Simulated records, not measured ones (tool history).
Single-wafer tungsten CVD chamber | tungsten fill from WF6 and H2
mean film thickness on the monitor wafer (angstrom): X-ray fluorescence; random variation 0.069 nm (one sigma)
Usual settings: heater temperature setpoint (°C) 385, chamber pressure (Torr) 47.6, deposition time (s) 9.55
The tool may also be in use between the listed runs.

run,hour,heater temperature setpoint (°C),chamber pressure (Torr),deposition time (s),"read-back reference wafer on the same gauge, thickness_nm",mean film thickness on the monitor wafer (angstrom)
1,0.0,385,55.4,9.55,30.991,260.33
2,8.7,385,55.4,9.55,30.997,259.71
3,19.6,385,55.4,9.55,30.991,260.56
4,30.2,377,47.6,9.55,31.001,209.08
5,36.3,377,47.6,9.55,31.002,210.10
6,49.9,377,47.6,9.55,31.012,209.17
7,57.1,385,47.6,9.55,30.991,244.89
8,64.1,385,54.6,9.55,30.992,257.72
# hour 74.4: showerhead replaced
9,76.5,385,54.6,9.55,30.975,258.54
10,82.7,385,54.6,9.55,31.003,256.78
11,100.5,382,47.6,9.11,31.006,220.39
# hour 110.8: capacitance manometer re-zeroed and calibrated
12,111.2,397,47.6,7.68,31.000,243.48
# hour 123.4: gauge calibrated
13,127.6,385,47.6,9.55,31.009,243.91
14,133.9,385,40.4,9.55,31.016,228.68
# hour 155.2: thermocouple changed; heater temperature recalibrated
15,155.7,391,42.0,7.72,31.005,196.33
16,164.5,378,54.6,10.56,30.985,231.07
17,175.8,371,58.4,9.02,31.010,175.54
18,186.4,385,41.7,9.55,31.013,216.35
19,194.4,385,47.6,11.43,30.987,272.68
# hour 202.5: thermocouple changed; heater temperature recalibrated, repeated, since the last time left the tool worse
20,213.8,385,47.6,9.55,31.003,265.18
21,223.6,371,58.4,9.02,31.006,206.67
22,238.5,394,54.4,10.91,31.008,375.56
23,245.8,385,47.6,9.55,31.007,264.92

Forecast each of these 3 alternatives for the next run:
A,246.2,385,47.6,9.55,?,?
B,246.2,385,37.4,9.55,?,?
C,246.2,372,42.5,7.85,?,?

run,"read-back reference wafer on the same gauge, thickness_nm",mean film thickness on the monitor wafer (angstrom)
A,31.014,264.04
B,31.014,240.45
C,31.014,161.59
Without the tool's hidden state the same runs would have given:
run,mean film thickness on the monitor wafer (angstrom)
A,262.96
B,239.46
C,160.90
